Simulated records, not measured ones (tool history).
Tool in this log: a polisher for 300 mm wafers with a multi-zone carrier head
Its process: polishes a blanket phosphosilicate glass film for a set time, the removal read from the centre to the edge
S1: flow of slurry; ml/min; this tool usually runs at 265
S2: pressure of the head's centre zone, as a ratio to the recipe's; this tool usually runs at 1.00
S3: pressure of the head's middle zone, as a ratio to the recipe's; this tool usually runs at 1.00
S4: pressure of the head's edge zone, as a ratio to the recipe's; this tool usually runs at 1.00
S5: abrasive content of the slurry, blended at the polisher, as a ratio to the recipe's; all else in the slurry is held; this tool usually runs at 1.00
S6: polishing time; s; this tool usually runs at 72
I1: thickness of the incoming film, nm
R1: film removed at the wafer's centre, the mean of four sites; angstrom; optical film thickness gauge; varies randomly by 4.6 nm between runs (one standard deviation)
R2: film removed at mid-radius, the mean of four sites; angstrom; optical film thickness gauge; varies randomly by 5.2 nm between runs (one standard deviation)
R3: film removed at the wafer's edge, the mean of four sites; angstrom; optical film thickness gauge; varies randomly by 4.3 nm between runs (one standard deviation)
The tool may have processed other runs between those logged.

run,hour,S1,S2,S3,S4,S5,S6,I1,R1,R2,R3
1,0.0,265,0.90,1.00,1.07,0.80,72,3972.9,4977,5169,5518
2,70.2,300,1.00,1.00,1.00,1.00,72,4002.9,5919,5832,6020
3,96.9,265,1.00,1.00,1.00,1.00,72,4032.5,5996,5800,5922
4,144.3,195,1.00,1.07,1.00,1.00,61,3935.6,4910,5023,4906
5,183.4,265,1.00,1.00,1.00,1.00,72,3949.7,6042,5831,5922
6,232.9,210,1.00,0.88,1.00,1.00,72,3996.2,5882,4940,5876
7,301.9,265,1.00,1.00,1.00,1.00,72,3948.0,6085,5667,5960
8,362.8,265,1.00,1.09,1.08,1.00,84,3929.9,7149,7216,7210
9,419.5,185,1.00,1.12,1.00,1.15,72,3975.5,6303,6459,6211
10,472.0,265,0.94,1.00,1.00,1.00,63,4026.4,5020,5012,5241
11,517.0,265,1.00,1.00,1.00,1.00,72,3904.6,6171,5757,5944
12,574.4,265,1.00,1.00,1.00,1.00,72,4014.0,5913,5817,5956
13,645.1,265,1.00,1.00,1.00,1.00,72,3947.8,6093,5766,5926
14,696.7,295,0.89,1.04,1.00,1.00,72,3900.9,5461,6001,6078
15,768.7,300,1.00,1.00,0.92,1.00,72,3987.9,6244,5770,5853
16,803.0,265,1.00,1.00,0.89,1.00,72,4005.9,6083,5765,5693
17,841.6,265,1.00,1.00,1.00,1.00,72,3976.4,6159,5834,6003
18,886.2,295,1.00,0.93,1.00,1.00,72,3989.1,6215,5451,5961
19,946.4,175,1.00,0.92,1.00,1.00,60,3999.3,4913,4250,4801
20,1001.3,265,1.00,1.00,1.00,1.00,72,3930.9,6092,5704,5899
21,1065.1,265,1.00,0.96,1.00,1.00,72,3997.0,6133,5552,6048
22,1129.7,190,1.09,1.00,1.00,1.00,72,3918.2,6124,5430,5841

Put back what was entered between runs (12 entries, withheld): which listed runs does each sit between, and how does the hidden state differ from the listed run before to the listed run after?
Logged between run 1 and run 2: worn pad replaced by a new one (hour 33.4); centre zone pressure recalibrated (hour 43.7); slurry nozzle cleaned (hour 45.4)
  deviation of the centre zone's pressure from its setpoint, %: 4.35 -> 0.377
  measured value less the no-hidden-state value, R1: +211 -> +23 angstrom
Logged between run 2 and run 3: edge zone pressure recalibrated (hour 78.1)
  deviation of the centre zone's pressure from its setpoint, %: 0.377 -> 0.965
  measured value less the no-hidden-state value, R1: +23 -> +57 angstrom
Logged between run 3 and run 4: carrier head's membrane replaced by a new one (hour 106.6)
  deviation of the centre zone's pressure from its setpoint, %: 0.965 -> 1.82
  measured value less the no-hidden-state value, R1: +57 -> +89 angstrom
Logged between run 9 and run 10: worn pad replaced by a new one (hour 441.6)
  deviation of the centre zone's pressure from its setpoint, %: 4.13 -> 4.3
  measured value less the no-hidden-state value, R1: +252 -> +210 angstrom
Logged between run 11 and run 12: centre zone pressure recalibrated (hour 538.7)
  deviation of the centre zone's pressure from its setpoint, %: 4.42 -> 0.899
  measured value less the no-hidden-state value, R1: +263 -> +53 angstrom
Logged between run 15 and run 16: slurry nozzle cleaned (hour 788.9)
  deviation of the centre zone's pressure from its setpoint, %: 3.63 -> 3.88
  measured value less the no-hidden-state value, R1: +221 -> +229 angstrom
Logged between run 16 and run 17: carrier head's membrane replaced by a new one (hour 841.1)
  deviation of the centre zone's pressure from its setpoint, %: 3.88 -> 4.11
  measured value less the no-hidden-state value, R1: +229 -> +245 angstrom
Logged between run 18 and run 19: worn pad replaced by a new one (hour 923.0)
  deviation of the centre zone's pressure from its setpoint, %: 4.33 -> 4.55
  measured value less the no-hidden-state value, R1: +260 -> +216 angstrom
Logged between run 19 and run 20: edge zone pressure recalibrated (hour 992.1)
  deviation of the centre zone's pressure from its setpoint, %: 4.55 -> 4.7
  measured value less the no-hidden-state value, R1: +216 -> +276 angstrom
Logged between run 21 and run 22: centre zone pressure recalibrated (hour 1125.9)
  deviation of the centre zone's pressure from its setpoint, %: 4.83 -> -0.338
  measured value less the no-hidden-state value, R1: +284 -> -21 angstrom

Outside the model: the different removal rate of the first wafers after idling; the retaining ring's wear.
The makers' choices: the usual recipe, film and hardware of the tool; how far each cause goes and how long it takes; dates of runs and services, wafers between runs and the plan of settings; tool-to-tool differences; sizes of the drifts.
